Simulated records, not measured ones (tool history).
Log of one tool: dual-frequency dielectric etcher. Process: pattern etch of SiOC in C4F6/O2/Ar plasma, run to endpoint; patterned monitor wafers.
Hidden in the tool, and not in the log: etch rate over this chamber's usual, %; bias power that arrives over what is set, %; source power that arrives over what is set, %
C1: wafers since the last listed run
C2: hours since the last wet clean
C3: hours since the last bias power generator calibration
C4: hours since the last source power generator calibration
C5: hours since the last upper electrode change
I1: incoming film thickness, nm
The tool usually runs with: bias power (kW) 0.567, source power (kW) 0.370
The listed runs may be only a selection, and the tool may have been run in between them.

run 1 hour=0.0 | bias_power_(kW)=0.567 source_power_(kW)=0.340 | C1=0 C2=117.3 C3=1447.6 C4=2876.5 C5=3853.7 | I1=29.24 | endpoint_time_(s)=10.8
run 2 hour=80.1 | bias_power_(kW)=0.567 source_power_(kW)=0.340 | C1=1047 C2=197.4 C3=1527.7 C4=2956.6 C5=3933.8 | I1=28.94 | endpoint_time_(s)=10.8
run 3 hour=153.0 | bias_power_(kW)=0.492 source_power_(kW)=0.370 | C1=953 C2=270.3 C3=1600.6 C4=3029.5 C5=4006.7 | I1=28.88 | endpoint_time_(s)=11.3
run 4 hour=215.2 | bias_power_(kW)=0.492 source_power_(kW)=0.370 | C1=813 C2=332.5 C3=1662.8 C4=3091.7 C5=4068.9 | I1=28.76 | endpoint_time_(s)=11.4
run 5 hour=284.6 | bias_power_(kW)=0.492 source_power_(kW)=0.370 | C1=907 C2=401.9 C3=1732.2 C4=3161.1 C5=4138.3 | I1=29.22 | endpoint_time_(s)=11.7
-- hour=297.9 bias power generator calibrated
run 6 hour=324.2 | bias_power_(kW)=0.654 source_power_(kW)=0.370 | C1=465 C2=441.5 C3=26.3 C4=3200.7 C5=4177.9 | I1=28.70 | endpoint_time_(s)=9.8
run 7 hour=377.1 | bias_power_(kW)=0.522 source_power_(kW)=0.370 | C1=691 C2=494.4 C3=79.2 C4=3253.6 C5=4230.8 | I1=28.93 | endpoint_time_(s)=11.3
-- hour=414.8 wet clean of the chamber
run 8 hour=419.7 | bias_power_(kW)=0.522 source_power_(kW)=0.370 | C1=243 C2=4.9 C3=121.8 C4=3296.2 C5=4273.4 | I1=28.92 | endpoint_time_(s)=10.8
run 9 hour=491.4 | bias_power_(kW)=0.567 source_power_(kW)=0.420 | C1=937 C2=76.6 C3=193.5 C4=3367.9 C5=4345.1 | I1=28.98 | endpoint_time_(s)=9.8
run 10 hour=555.6 | bias_power_(kW)=0.567 source_power_(kW)=0.370 | C1=839 C2=140.8 C3=257.7 C4=3432.1 C5=4409.3 | I1=28.93 | endpoint_time_(s)=10.4
-- hour=624.0 source power generator calibrated
run 11 hour=642.9 | bias_power_(kW)=0.438 source_power_(kW)=0.340 | C1=1089 C2=228.1 C3=345.0 C4=18.9 C5=4496.6 | I1=29.02 | endpoint_time_(s)=12.6
-- hour=694.8 upper electrode replaced
run 12 hour=714.2 | bias_power_(kW)=0.604 source_power_(kW)=0.450 | C1=618 C2=299.4 C3=416.3 C4=90.2 C5=19.4 | I1=28.88 | endpoint_time_(s)=9.3
run 13 hour=768.1 | bias_power_(kW)=0.457 source_power_(kW)=0.300 | C1=705 C2=353.3 C3=470.2 C4=144.1 C5=73.3 | I1=29.06 | endpoint_time_(s)=13.3
run 14 hour=837.6 | bias_power_(kW)=0.638 source_power_(kW)=0.300 | C1=909 C2=422.8 C3=539.7 C4=213.6 C5=142.8 | I1=29.16 | endpoint_time_(s)=11.3
-- hour=888.8 wet clean of the chamber
run 15 hour=889.3 | bias_power_(kW)=0.644 source_power_(kW)=0.400 | C1=362 C2=0.5 C3=591.4 C4=265.3 C5=194.5 | I1=28.84 | endpoint_time_(s)=9.2
run 16 hour=944.9 | bias_power_(kW)=0.433 source_power_(kW)=0.290 | C1=727 C2=56.1 C3=647.0 C4=320.9 C5=250.1 | I1=29.05 | endpoint_time_(s)=13.6

The logged runs with the hidden state left out (each run's random variation unchanged):
run=1 endpoint_time_(s)=10.7
run=2 endpoint_time_(s)=10.6
run=3 endpoint_time_(s)=11.0
run=4 endpoint_time_(s)=11.0
run=5 endpoint_time_(s)=11.2
run=6 endpoint_time_(s)=9.4
run=7 endpoint_time_(s)=10.7
run=8 endpoint_time_(s)=10.7
run=9 endpoint_time_(s)=9.7
run=10 endpoint_time_(s)=10.2
run=11 endpoint_time_(s)=12.2
run=12 endpoint_time_(s)=9.0
run=13 endpoint_time_(s)=12.8
run=14 endpoint_time_(s)=10.7
run=15 endpoint_time_(s)=9.2
run=16 endpoint_time_(s)=13.5

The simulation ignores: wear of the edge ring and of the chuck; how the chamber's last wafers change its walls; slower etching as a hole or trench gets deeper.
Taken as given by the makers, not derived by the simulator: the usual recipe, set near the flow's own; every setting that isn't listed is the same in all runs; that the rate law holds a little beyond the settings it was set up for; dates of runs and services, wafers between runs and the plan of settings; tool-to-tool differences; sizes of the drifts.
